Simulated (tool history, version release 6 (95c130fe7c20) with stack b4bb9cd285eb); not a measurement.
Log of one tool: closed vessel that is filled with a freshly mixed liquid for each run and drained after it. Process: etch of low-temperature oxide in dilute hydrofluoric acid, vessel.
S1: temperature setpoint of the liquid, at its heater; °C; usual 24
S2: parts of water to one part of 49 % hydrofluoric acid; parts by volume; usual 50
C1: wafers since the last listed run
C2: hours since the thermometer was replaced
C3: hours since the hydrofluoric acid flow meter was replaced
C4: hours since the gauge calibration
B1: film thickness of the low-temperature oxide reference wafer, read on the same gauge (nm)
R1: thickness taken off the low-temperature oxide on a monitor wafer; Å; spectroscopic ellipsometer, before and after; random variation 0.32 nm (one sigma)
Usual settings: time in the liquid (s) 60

run 1 hour=0 | S1=24 S2=50 time_in_the_liquid_(s)=60 | C1=0 C2=668 C3=550.5 C4=1431.4 | B1=32.22 | R1=389.6
-- hour=41.1 hydrofluoric acid flow meter replaced
run 2 hour=66.2 | S1=24 S2=50 time_in_the_liquid_(s)=80 | C1=7995 C2=734.2 C3=25.1 C4=1497.6 | B1=32.23 | R1=525.4
run 3 hour=133.6 | S1=24 S2=50 time_in_the_liquid_(s)=80 | C1=8265 C2=801.6 C3=92.5 C4=1565 | B1=32.31 | R1=520.6
run 4 hour=202.7 | S1=24 S2=50 time_in_the_liquid_(s)=60 | C1=8473 C2=870.7 C3=161.6 C4=1634.1 | B1=32.3 | R1=387.2
run 5 hour=228.8 | S1=24 S2=50 time_in_the_liquid_(s)=60 | C1=3200 C2=896.8 C3=187.7 C4=1660.2 | B1=32.32 | R1=383
run 6 hour=267 | S1=24 S2=50 time_in_the_liquid_(s)=60 | C1=4684 C2=935 C3=225.9 C4=1698.4 | B1=32.35 | R1=391.8
run 7 hour=326.8 | S1=24 S2=50 time_in_the_liquid_(s)=60 | C1=7333 C2=994.8 C3=285.7 C4=1758.2 | B1=32.37 | R1=388.5
-- hour=364.2 thermometer replaced
run 8 hour=383.7 | S1=24 S2=50 time_in_the_liquid_(s)=60 | C1=6855 C2=19.5 C3=342.6 C4=1815.1 | B1=32.38 | R1=381.7
-- hour=411.8 gauge calibrated
run 9 hour=447.2 | S1=24 S2=50 time_in_the_liquid_(s)=60 | C1=7787 C2=83 C3=406.1 C4=35.4 | B1=30.59 | R1=374.2
run 10 hour=512.6 | S1=24 S2=50 time_in_the_liquid_(s)=60 | C1=8020 C2=148.4 C3=471.5 C4=100.8 | B1=30.82 | R1=371.2
run 11 hour=540.6 | S1=24 S2=50 time_in_the_liquid_(s)=60 | C1=3433 C2=176.4 C3=499.5 C4=128.8 | B1=30.91 | R1=368.4
run 12 hour=581.3 | S1=24 S2=50 time_in_the_liquid_(s)=60 | C1=4991 C2=217.1 C3=540.2 C4=169.5 | B1=31.03 | R1=373.3
run 13 hour=634.2 | S1=26 S2=35 time_in_the_liquid_(s)=60 | C1=6487 C2=270 C3=593.1 C4=222.4 | B1=31.19 | R1=595.2
-- hour=668.1 hydrofluoric acid flow meter replaced
run 14 hour=696.3 | S1=21 S2=30 time_in_the_liquid_(s)=50 | C1=7492 C2=332.1 C3=28.2 C4=284.5 | B1=31.36 | R1=475.5
run 15 hour=766 | S1=22.5 S2=50 time_in_the_liquid_(s)=85 | C1=8547 C2=401.8 C3=97.9 C4=354.2 | B1=31.52 | R1=502.8
run 16 hour=792 | S1=24 S2=50 time_in_the_liquid_(s)=60 | C1=3188 C2=427.8 C3=123.9 C4=380.2 | B1=31.55 | R1=380.1
run 17 hour=839.5 | S1=21.5 S2=50 time_in_the_liquid_(s)=75 | C1=5824 C2=475.3 C3=171.4 C4=427.7 | B1=31.67 | R1=427.1
run 18 hour=871.2 | S1=20.5 S2=50 time_in_the_liquid_(s)=30 | C1=3887 C2=507 C3=203.1 C4=459.4 | B1=31.74 | R1=166.3
run 19 hour=900.4 | S1=21.5 S2=30 time_in_the_liquid_(s)=75 | C1=3580 C2=536.2 C3=232.3 C4=488.6 | B1=31.78 | R1=731.2
run 20 hour=941.8 | S1=24 S2=50 time_in_the_liquid_(s)=60 | C1=5076 C2=577.6 C3=273.7 C4=530 | B1=31.86 | R1=381.7
run 21 hour=1002 | S1=24 S2=40 time_in_the_liquid_(s)=50 | C1=7382 C2=637.8 C3=333.9 C4=590.2 | B1=32 | R1=408.9
run 22 hour=1034.7 | S1=24 S2=30 time_in_the_liquid_(s)=60 | C1=4010 C2=670.5 C3=366.6 C4=622.9 | B1=32.02 | R1=659.1
run 23 hour=1105.7 | S1=26 S2=50 time_in_the_liquid_(s)=45 | C1=8706 C2=741.5 C3=437.6 C4=693.9 | B1=32.13 | R1=313.3
run 24 hour=1306.3 | S1=24 S2=50 time_in_the_liquid_(s)=60 | C1=24599 C2=942.1 C3=638.2 C4=894.5 | B1=32.36 | R1=388.7
-- hour=1326.6 hydrofluoric acid flow meter replaced
run 25 hour=1353.3 | S1=19.5 S2=35 time_in_the_liquid_(s)=95 | C1=5640 C2=989.1 C3=26.7 C4=941.5 | B1=32.41 | R1=748.6
run 26 hour=1418.4 | S1=20 S2=30 time_in_the_liquid_(s)=35 | C1=7983 C2=1054.2 C3=91.8 C4=1006.6 | B1=32.46 | R1=332
run 27 hour=1448.3 | S1=27.5 S2=25 time_in_the_liquid_(s)=90 | C1=3666 C2=1084.1 C3=121.7 C4=1036.5 | B1=32.51 | R1=1412.5

Forecast run 28:
run 28 hour=1498.4 | S1=21 S2=35 time_in_the_liquid_(s)=60 | C1=6143 C2=1134.2 C3=171.8 C4=1086.6 | B1=? | R1=?

{"run 28": {"B1": 32.54, "R1": 503.4}}
Without the tool's hidden state the same run would have given R1 464.1 Å.

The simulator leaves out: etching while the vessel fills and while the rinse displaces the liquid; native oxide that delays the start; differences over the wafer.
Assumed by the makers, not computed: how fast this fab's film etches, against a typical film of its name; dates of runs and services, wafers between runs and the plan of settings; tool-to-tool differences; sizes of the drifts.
